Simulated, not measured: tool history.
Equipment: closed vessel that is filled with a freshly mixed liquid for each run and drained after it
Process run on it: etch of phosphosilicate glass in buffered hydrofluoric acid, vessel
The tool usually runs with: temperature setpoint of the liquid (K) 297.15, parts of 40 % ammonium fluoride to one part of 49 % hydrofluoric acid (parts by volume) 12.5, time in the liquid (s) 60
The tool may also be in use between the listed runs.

run    hour  temperature setpoint of the liquid (K)  parts of 40 % ammonium fluoride to one part of 49 % hydrofluoric acid (parts by volume)  time in the liquid (s)  wafers since the last listed run  hours since the thermometer was replaced  hours since the hydrofluoric acid flow meter was replaced  hours since the gauge calibration  read-back film thickness of the phosphosilicate glass reference wafer, read on the same gauge (nm)  thickness taken off the phosphosilicate glass on a monitor wafer (angstrom)
  1       0                                  297.15                                                                                        9                      50                                 0                                     832.3                                                     1051.5                             1119.6                                                                                              100.01                                                                       1602.1
  2    64.4                                  297.15                                                                                     12.5                      90                              7896                                     896.7                                                     1115.9                               1184                                                                                               99.98                                                                       2184.2
  3   123.1                                  297.15                                                                                     12.5                      60                              7197                                     955.4                                                     1174.6                             1242.7                                                                                              100.04                                                                       1458.3
  4   155.7                                  297.15                                                                                     12.5                      60                              3997                                       988                                                     1207.2                             1275.3                                                                                              100.01                                                                       1442.4
  5   206.7                                  297.15                                                                                     14.5                      60                              6253                                      1039                                                     1258.2                             1326.3                                                                                               99.97                                                                       1255.9
  6   244.3                                  297.15                                                                                     14.5                      60                              4610                                    1076.6                                                     1295.8                             1363.9                                                                                                 100                                                                       1260.5
  7   287.4                                  297.15                                                                                     14.5                      60                              5284                                    1119.7                                                     1338.9                               1407                                                                                              100.01                                                                       1249.3
  8   344.8                                  297.15                                                                                     12.5                      60                              7038                                    1177.1                                                     1396.3                             1464.4                                                                                               99.99                                                                       1451.2
      399.8  -- gauge calibrated
      518.6  -- hydrofluoric acid flow meter replaced
  9   530.2                                  297.15                                                                                     12.5                      60                             22610                                    1362.5                                                       11.6                              130.4                                                                                              100.06                                                                       1440.9
 10   586.6                                  297.15                                                                                     12.5                      60                              6915                                    1418.9                                                         68                              186.8                                                                                              100.04                                                                         1440
 11   642.3                                  295.15                                                                                      9.5                      30                              6829                                    1474.6                                                      123.7                              242.5                                                                                                 100                                                                        821.6
 12   679.6                                  297.15                                                                                     12.5                      60                              4573                                    1511.9                                                        161                              279.8                                                                                                 100                                                                       1435.9
      689.7  -- thermometer replaced
 13   737.7                                  297.15                                                                                        8                      60                              7001                                        48                                                      219.1                              337.9                                                                                               99.99                                                                       2229.3
 14   794.9                                  297.15                                                                                     14.5                      60                              7013                                     105.2                                                      276.3                              395.1                                                                                               99.98                                                                       1284.3
 15   823.7                                  297.15                                                                                     12.5                      30                              3531                                       134                                                      305.1                              423.9                                                                                                 100                                                                          741
 16   888.5                                  297.15                                                                                     12.5                      60                              7945                                     198.8                                                      369.9                              488.7                                                                                              100.05                                                                       1477.9
 17   957.8                                  297.15                                                                                     12.5                      60                              8497                                     268.1                                                      439.2                                558                                                                                               99.98                                                                       1469.3
 18  1026.6                                  294.65                                                                                     12.5                      50                              8436                                     336.9                                                        508                              626.8                                                                                               99.98                                                                       1068.3
 19  1078.1                                  301.15                                                                                     15.5                      90                              6314                                     388.4                                                      559.5                              678.3                                                                                               99.98                                                                       2233.7
 20  1103.1                                  297.15                                                                                     10.5                      60                              3065                                     413.4                                                      584.5                              703.3                                                                                                 100                                                                       1729.4
 21  1129.3                                  299.15                                                                                     12.5                      60                              3212                                     439.6                                                      610.7                              729.5                                                                                                 100                                                                       1638.5
 22  1196.5                                  297.15                                                                                     12.5                      60                              8239                                     506.8                                                      677.9                              796.7                                                                                               99.99                                                                       1472.5
 23  1264.1                                  297.15                                                                                     12.5                      60                              8288                                     574.4                                                      745.5                              864.3                                                                                              100.01                                                                       1472.6
 24  1289.2                                  297.15                                                                                     12.5                      60                              3077                                     599.5                                                      770.6                              889.4                                                                                               99.99                                                                       1466.5
 25  1341.5                                  300.15                                                                                     14.5                      35                              6412                                     651.8                                                      822.9                              941.7                                                                                               99.96                                                                        862.9
 26    1403                                  300.65                                                                                     12.5                      85                              7541                                     713.3                                                      884.4                             1003.2                                                                                              100.04                                                                         2505
 27  1436.4                                  297.15                                                                                     12.5                      60                              4095                                     746.7                                                      917.8                             1036.6                                                                                               99.97                                                                       1458.8
 28  1480.4                                  297.15                                                                                     12.5                      60                              5395                                     790.7                                                      961.8                             1080.6                                                                                               99.97                                                                       1458.2
 29    1518                                  297.15                                                                                     17.5                      35                              4610                                     828.3                                                      999.4                             1118.2                                                                                              100.05                                                                        602.8
 30  1576.4                                  294.65                                                                                       16                      60                              7160                                     886.7                                                     1057.8                             1176.6                                                                                              100.03                                                                       1000.8
 31  1695.6                                  301.65                                                                                       11                      70                             14616                                    1005.9                                                       1177                             1295.8                                                                                              100.01                                                                       2442.4
 32  1721.5                                  297.15                                                                                     12.5                      45                              3175                                    1031.8                                                     1202.9                             1321.7                                                                                              100.01                                                                       1103.6

Branching from run 32: 4 alternative next runs. What would each branch give?
  A  1722.2                                  297.15                                                                                     12.5                      60                                85                                    1032.5                                                     1203.6                             1322.4                                                                                                   ?                                                                            ?
  B  1722.2                                  294.15                                                                                       11                      80                                85                                    1032.5                                                     1203.6                             1322.4                                                                                                   ?                                                                            ?
  C  1722.2                                  292.15                                                                                     17.5                      60                                85                                    1032.5                                                     1203.6                             1322.4                                                                                                   ?                                                                            ?
  D  1722.2                                  300.15                                                                                     12.5                      60                                85                                    1032.5                                                     1203.6                             1322.4                                                                                                   ?                                                                            ?

run  read-back film thickness of the phosphosilicate glass reference wafer, read on the same gauge (nm)  thickness taken off the phosphosilicate glass on a monitor wafer (angstrom)
  A                                                                                               99.98                                                                       1464.6
  B                                                                                               99.98                                                                       1874.7
  C                                                                                               99.98                                                                        796.5
  D                                                                                               99.98                                                                       1723.2
The same runs, with their run-to-run variation unchanged, on a tool lacking any hidden condition would have given:
run  thickness taken off the phosphosilicate glass on a monitor wafer (angstrom)
  A                                                                       1499.5
  B                                                                       1920.1
  C                                                                        816.1
  D                                                                       1763.4

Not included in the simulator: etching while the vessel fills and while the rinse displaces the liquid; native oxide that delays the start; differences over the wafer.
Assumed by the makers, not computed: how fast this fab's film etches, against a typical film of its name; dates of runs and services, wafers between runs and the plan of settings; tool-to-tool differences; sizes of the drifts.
